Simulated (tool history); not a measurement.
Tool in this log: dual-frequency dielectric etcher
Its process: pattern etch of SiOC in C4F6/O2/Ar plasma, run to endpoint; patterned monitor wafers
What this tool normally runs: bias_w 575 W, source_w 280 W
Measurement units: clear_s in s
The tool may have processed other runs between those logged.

| run | hour | bias_w | source_w | wafers since the last listed run | hours since the last wet clean | hours since the last bias power generator calibration | hours since the last source power generator calibration | hours since the last upper electrode change | incoming incoming film thickness, nm | clear_s |
|---|---|---|---|---|---|---|---|---|---|---|
| 1 | 0 | 519 | 260 | 0 | 373.4 | 3660.9 | 1086.1 | 4176.1 | 46.44 | 17.3 |
| 2 | 84.3 | 575 | 320 | 1307 | 457.7 | 3745.2 | 1170.4 | 4260.4 | 46.4 | 15 |
| 3 | 149.6 | 575 | 320 | 1012 | 523 | 3810.5 | 1235.7 | 4325.7 | 45.72 | 14.9 |
| 4 | 234.6 | 575 | 300 | 1318 | 608 | 3895.5 | 1320.7 | 4410.7 | 46.17 | 15.5 |
| 5 | 278.3 | 575 | 280 | 677 | 651.7 | 3939.2 | 1364.4 | 4454.4 | 46.85 | 16.3 |
|  | 383.8 | wet clean of the chamber |
| 6 | 384.3 | 575 | 330 | 1271 | 0.5 | 4045.2 | 1470.4 | 4560.4 | 46.48 | 14.7 |
| 7 | 463.8 | 681 | 280 | 1232 | 80 | 4124.7 | 1549.9 | 4639.9 | 46.72 | 15.8 |
| 8 | 529.6 | 681 | 280 | 1020 | 145.8 | 4190.5 | 1615.7 | 4705.7 | 46.14 | 15.7 |
| 9 | 615.4 | 575 | 280 | 1330 | 231.6 | 4276.3 | 1701.5 | 4791.5 | 46.46 | 16.2 |
|  | 620.1 | bias power generator calibrated |
| 10 | 717.7 | 575 | 280 | 1524 | 333.9 | 97.6 | 1803.8 | 4893.8 | 46.37 | 16.1 |
| 11 | 784.4 | 575 | 280 | 1034 | 400.6 | 164.3 | 1870.5 | 4960.5 | 45.89 | 16 |
| 12 | 1102.9 | 661 | 230 | 4938 | 719.1 | 482.8 | 2189 | 5279 | 46.36 | 17.7 |
|  | 1127.8 | wet clean of the chamber |
| 13 | 1139.4 | 693 | 220 | 193 | 11.6 | 519.3 | 2225.5 | 5315.5 | 46.23 | 18.1 |
| 14 | 1196.3 | 575 | 220 | 882 | 68.5 | 576.2 | 2282.4 | 5372.4 | 46.1 | 18.7 |
|  | 1260.3 | source power generator calibrated |
| 15 | 1288 | 510 | 310 | 1359 | 160.2 | 667.9 | 27.7 | 5464.1 | 45.95 | 15.5 |
| 16 | 1348.7 | 701 | 300 | 941 | 220.9 | 728.6 | 88.4 | 5524.8 | 46.95 | 15.1 |
| 17 | 1390 | 649 | 280 | 640 | 262.2 | 769.9 | 129.7 | 5566.1 | 46.45 | 15.9 |
| 18 | 1456.9 | 575 | 280 | 1037 | 329.1 | 836.8 | 196.6 | 5633 | 46.35 | 16.3 |
| 19 | 1554.7 | 575 | 350 | 1516 | 426.9 | 934.6 | 294.4 | 5730.8 | 46.09 | 14.2 |
|  | 1633.1 | upper electrode replaced |
| 20 | 1633.6 | 575 | 320 | 851 | 505.8 | 1013.5 | 373.3 | 0.5 | 45.92 | 14.9 |
| 21 | 1702.7 | 462 | 230 | 1071 | 574.9 | 1082.6 | 442.4 | 69.6 | 46.45 | 19 |
|  | 1804.6 | wet clean of the chamber |
| 22 | 1805.1 | 575 | 280 | 1215 | 0.5 | 1185 | 544.8 | 172 | 46.51 | 16.2 |
| 23 | 1863.4 | 575 | 280 | 904 | 58.8 | 1243.3 | 603.1 | 230.3 | 46.07 | 16.1 |
| 24 | 1944.8 | 521 | 230 | 1262 | 140.2 | 1324.7 | 684.5 | 311.7 | 46.8 | 18.7 |
| 25 | 1991.2 | 488 | 280 | 719 | 186.6 | 1371.1 | 730.9 | 358.1 | 46.45 | 16.8 |
| 26 | 2031 | 707 | 230 | 617 | 226.4 | 1410.9 | 770.7 | 397.9 | 45.94 | 17.4 |
| 27 | 2203.3 | 536 | 250 | 2671 | 398.7 | 1583.2 | 943 | 570.2 | 46.2 | 17.5 |
| 28 | 2295.4 | 575 | 250 | 1428 | 490.8 | 1675.3 | 1035.1 | 662.3 | 46.72 | 17.5 |
| 29 | 2397.3 | 612 | 310 | 1580 | 592.7 | 1777.2 | 1137 | 764.2 | 46.44 | 15.1 |
| 30 | 2440.4 | 644 | 280 | 668 | 635.8 | 1820.3 | 1180.1 | 807.3 | 46.22 | 15.7 |
|  | 2473.2 | wet clean of the chamber |
| 31 | 2492.8 | 575 | 280 | 440 | 19.6 | 1872.7 | 1232.5 | 859.7 | 46.69 | 16.3 |
| 32 | 2696 | 484 | 230 | 3150 | 222.8 | 2075.9 | 1435.7 | 1062.9 | 46.29 | 18.9 |
| 33 | 2775.6 | 679 | 310 | 1234 | 302.4 | 2155.5 | 1515.3 | 1142.5 | 46.82 | 14.8 |
| 34 | 2837.6 | 521 | 300 | 961 | 364.4 | 2217.5 | 1577.3 | 1204.5 | 46.51 | 15.8 |
| 35 | 2934 | 694 | 310 | 1494 | 460.8 | 2313.9 | 1673.7 | 1300.9 | 46.69 | 14.9 |

Consider 4 possible next runs. They are alternatives, not a sequence: every one starts from the tool as it was left by run 35. What does each give?
| A | 2934.4 | 677 | 280 | 6 | 461.2 | 2314.3 | 1674.1 | 1301.3 | 45.68 | ? |
| B | 2934.4 | 702 | 280 | 6 | 461.2 | 2314.3 | 1674.1 | 1301.3 | 45.68 | ? |
| C | 2934.4 | 624 | 280 | 6 | 461.2 | 2314.3 | 1674.1 | 1301.3 | 45.68 | ? |
| D | 2934.4 | 575 | 310 | 6 | 461.2 | 2314.3 | 1674.1 | 1301.3 | 45.68 | ? |

| run | clear_s |
|---|---|
| A | 15.4 |
| B | 15.3 |
| C | 15.7 |
| D | 15 |
Without the tool's hidden state the same runs would have given:
| run | clear_s |
|---|---|
| A | 15.4 |
| B | 15.3 |
| C | 15.7 |
| D | 15 |
